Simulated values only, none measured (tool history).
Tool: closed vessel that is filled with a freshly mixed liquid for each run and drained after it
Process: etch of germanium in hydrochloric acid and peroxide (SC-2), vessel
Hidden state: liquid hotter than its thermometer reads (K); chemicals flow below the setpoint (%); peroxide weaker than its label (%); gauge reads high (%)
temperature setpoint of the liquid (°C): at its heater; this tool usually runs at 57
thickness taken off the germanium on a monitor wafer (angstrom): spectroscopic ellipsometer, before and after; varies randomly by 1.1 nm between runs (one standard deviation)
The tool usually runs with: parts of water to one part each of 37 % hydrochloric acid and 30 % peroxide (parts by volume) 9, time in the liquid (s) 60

run    hour  temperature setpoint of the liquid (°C)  parts of water to one part each of 37 % hydrochloric acid and 30 % peroxide (parts by volume)  time in the liquid (s)  wafers since the last listed run  hours since the thermometer was replaced  hours since the chemicals flow meter was replaced  hours since the drum of peroxide was connected  hours since the gauge calibration  read-back film thickness of the germanium reference wafer, read on the same gauge (nm)  thickness taken off the germanium on a monitor wafer (angstrom)
  1       0                                       57                                                                                              9                      60                                 0                                    1462.1                                             2552.1                                          1014.1                             1911.2                                                                                  119.98                                                           1390.6
  2    29.8                                       57                                                                                              9                      75                              2536                                    1491.9                                             2581.9                                          1043.9                               1941                                                                                  120.02                                                           1746.1
  3      79                                       53                                                                                              9                      80                              4187                                    1541.1                                             2631.1                                          1093.1                             1990.2                                                                                     120                                                           1632.4
  4   113.2                                       57                                                                                              9                      60                              2910                                    1575.3                                             2665.3                                          1127.3                             2024.4                                                                                  120.06                                                           1410.4
      160.3  -- new drum of peroxide connected
      256.5  -- chemicals flow meter replaced
  5   262.3                                     50.5                                                                                              9                      60                             12520                                    1724.4                                                5.8                                             102                             2173.5                                                                                  119.99                                                           1156.8
  6   310.6                                     50.5                                                                                              9                      60                              4111                                    1772.7                                               54.1                                           150.3                             2221.8                                                                                  119.99                                                           1149.6
  7   340.4                                     61.5                                                                                              9                      60                              2536                                    1802.5                                               83.9                                           180.1                             2251.6                                                                                  120.01                                                           1628.6
      353.2  -- gauge calibrated
  8   401.7                                     61.5                                                                                              9                      60                              5217                                    1863.8                                              145.2                                           241.4                               48.5                                                                                  119.97                                                           1633.5
  9   521.9                                       57                                                                                              9                      35                             10230                                      1984                                              265.4                                           361.6                              168.7                                                                                  120.02                                                            823.3
 10   572.9                                       57                                                                                              9                      35                              4340                                      2035                                              316.4                                           412.6                              219.7                                                                                  120.01                                                              837
 11   610.2                                       57                                                                                              9                      75                              3174                                    2072.3                                              353.7                                           449.9                                257                                                                                     120                                                           1766.6
 12   656.1                                       57                                                                                              9                      60                              3906                                    2118.2                                              399.6                                           495.8                              302.9                                                                                  119.99                                                           1407.7
 13   686.8                                     59.5                                                                                              9                      45                              2613                                    2148.9                                              430.3                                           526.5                              333.6                                                                                  120.04                                                           1137.7
 14   712.2                                       66                                                                                              9                      80                              2161                                    2174.3                                              455.7                                           551.9                                359                                                                                  119.97                                                           2451.3
 15   738.7                                       57                                                                                              9                      60                              2255                                    2200.8                                              482.2                                           578.4                              385.5                                                                                  119.98                                                           1444.1
      792.9  -- thermometer replaced
 16   806.6                                       49                                                                                              9                      30                              5694                                      13.7                                              550.1                                           646.3                              453.4                                                                                  119.98                                                            520.7
 17   854.8                                       61                                                                                            7.5                      70                              4102                                      61.9                                              598.3                                           694.5                              501.6                                                                                  119.97                                                           1781.6
 18     912                                       63                                                                                            6.5                      50                              4868                                     119.1                                              655.5                                           751.7                              558.8                                                                                     120                                                           1351.8
 19   966.4                                     53.5                                                                                              9                      50                              4630                                     173.5                                              709.9                                           806.1                              613.2                                                                                  120.02                                                            989.8
 20  1033.2                                       57                                                                                              9                      60                              5685                                     240.3                                              776.7                                           872.9                                680                                                                                  119.99                                                           1364.5
 21  1095.5                                       57                                                                                              7                      70                              5302                                     302.6                                                839                                           935.2                              742.3                                                                                  120.06                                                           1587.6

What does the tool deliver on the next run?
 22  1145.6                                       57                                                                                              9                      60                              4264                                     352.7                                              889.1                                           985.3                              792.4                                                                                       ?                                                                ?

Run 22 measured read-back film thickness of the germanium reference wafer, read on the same gauge (nm) 120.02, thickness taken off the germanium on a monitor wafer (angstrom) 1330.4.
Minus the tool's unlogged condition, the same run would have read thickness taken off the germanium on a monitor wafer (angstrom) 1315.7.
